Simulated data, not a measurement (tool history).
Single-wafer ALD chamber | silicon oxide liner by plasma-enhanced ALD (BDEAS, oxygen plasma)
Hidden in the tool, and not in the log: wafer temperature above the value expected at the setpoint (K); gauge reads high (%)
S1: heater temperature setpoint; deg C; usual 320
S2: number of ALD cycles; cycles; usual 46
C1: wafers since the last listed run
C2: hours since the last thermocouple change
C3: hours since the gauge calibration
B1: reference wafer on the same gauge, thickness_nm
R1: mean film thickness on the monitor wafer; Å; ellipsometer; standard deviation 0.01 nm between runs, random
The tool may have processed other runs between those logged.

| run | hour | S1 | S2 | C1 | C2 | C3 | B1 | R1 |
|---|---|---|---|---|---|---|---|---|
| 1 | 0.0 | 320 | 46 | 0 | 2100.8 | 364.6 | 4.419 | 40.56 |
| 2 | 35.3 | 320 | 46 | 282 | 2136.1 | 399.9 | 4.408 | 40.78 |
| 3 | 68.6 | 320 | 46 | 266 | 2169.4 | 433.2 | 4.412 | 40.28 |
| 4 | 83.3 | 320 | 52 | 117 | 2184.1 | 447.9 | 4.415 | 45.63 |
| 5 | 100.1 | 320 | 46 | 134 | 2200.9 | 464.7 | 4.412 | 40.47 |
| 6 | 118.1 | 320 | 46 | 143 | 2218.9 | 482.7 | 4.406 | 40.49 |
| 7 | 152.7 | 320 | 46 | 276 | 2253.5 | 517.3 | 4.406 | 40.55 |
| 8 | 182.4 | 320 | 46 | 237 | 2283.2 | 547.0 | 4.407 | 40.53 |
| 9 | 202.4 | 320 | 46 | 159 | 2303.2 | 567.0 | 4.409 | 40.56 |
| 10 | 215.0 | 320 | 46 | 100 | 2315.8 | 579.6 | 4.402 | 40.38 |
| 11 | 246.0 | 313 | 43 | 247 | 2346.8 | 610.6 | 4.410 | 38.14 |
| 12 | 266.7 | 313 | 43 | 165 | 2367.5 | 631.3 | 4.406 | 38.08 |
| 13 | 295.7 | 320 | 39 | 231 | 2396.5 | 660.3 | 4.406 | 34.37 |
| 14 | 314.7 | 320 | 42 | 151 | 2415.5 | 679.3 | 4.403 | 36.98 |
| 15 | 338.7 | 325 | 46 | 191 | 2439.5 | 703.3 | 4.402 | 40.26 |
| 16 | 373.5 | 320 | 54 | 278 | 2474.3 | 738.1 | 4.398 | 47.35 |
| 17 | 388.3 | 328 | 55 | 118 | 2489.1 | 752.9 | 4.403 | 47.71 |
|  | 392.6 | gauge calibrated |
| 18 | 405.1 | 320 | 46 | 134 | 2505.9 | 12.5 | 4.465 | 40.80 |
|  | 414.6 | thermocouple changed; heater temperature recalibrated |
| 19 | 440.6 | 313 | 42 | 219 | 26.0 | 48.0 | 4.464 | 37.75 |
| 20 | 457.9 | 316 | 52 | 138 | 43.3 | 65.3 | 4.458 | 46.61 |
| 21 | 474.0 | 311 | 53 | 128 | 59.4 | 81.4 | 4.453 | 47.67 |
| 22 | 506.7 | 326 | 41 | 261 | 92.1 | 114.1 | 4.445 | 35.87 |
| 23 | 525.0 | 320 | 38 | 146 | 110.4 | 132.4 | 4.440 | 33.64 |
| 24 | 548.7 | 310 | 52 | 189 | 134.1 | 156.1 | 4.438 | 46.86 |
| 25 | 582.1 | 320 | 46 | 266 | 167.5 | 189.5 | 4.431 | 40.64 |
| 26 | 603.1 | 314 | 49 | 167 | 188.5 | 210.5 | 4.430 | 43.52 |
| 27 | 620.3 | 308 | 46 | 137 | 205.7 | 227.7 | 4.430 | 41.41 |
| 28 | 647.6 | 320 | 46 | 218 | 233.0 | 255.0 | 4.419 | 40.69 |
| 29 | 672.0 | 308 | 50 | 194 | 257.4 | 279.4 | 4.418 | 44.73 |
| 30 | 704.5 | 333 | 38 | 259 | 289.9 | 311.9 | 4.409 | 32.87 |

Measured result minus the same run's result without the hidden state. Both carry the same run-to-run variation, though not necessarily the same gauge scatter:
| run | R1 |
|---|---|
| 1 | -0.49 |
| 2 | -0.51 |
| 3 | -0.53 |
| 4 | -0.61 |
| 5 | -0.55 |
| 6 | -0.56 |
| 7 | -0.57 |
| 8 | -0.57 |
| 9 | -0.59 |
| 10 | -0.58 |
| 11 | -0.56 |
| 12 | -0.56 |
| 13 | -0.51 |
| 14 | -0.56 |
| 15 | -0.61 |
| 16 | -0.72 |
| 17 | -0.72 |
| 18 | -0.01 |
| 19 | -0.09 |
| 20 | -0.16 |
| 21 | -0.21 |
| 22 | -0.21 |
| 23 | -0.23 |
| 24 | -0.36 |
| 25 | -0.37 |
| 26 | -0.42 |
| 27 | -0.42 |
| 28 | -0.44 |
| 29 | -0.52 |
| 30 | -0.40 |
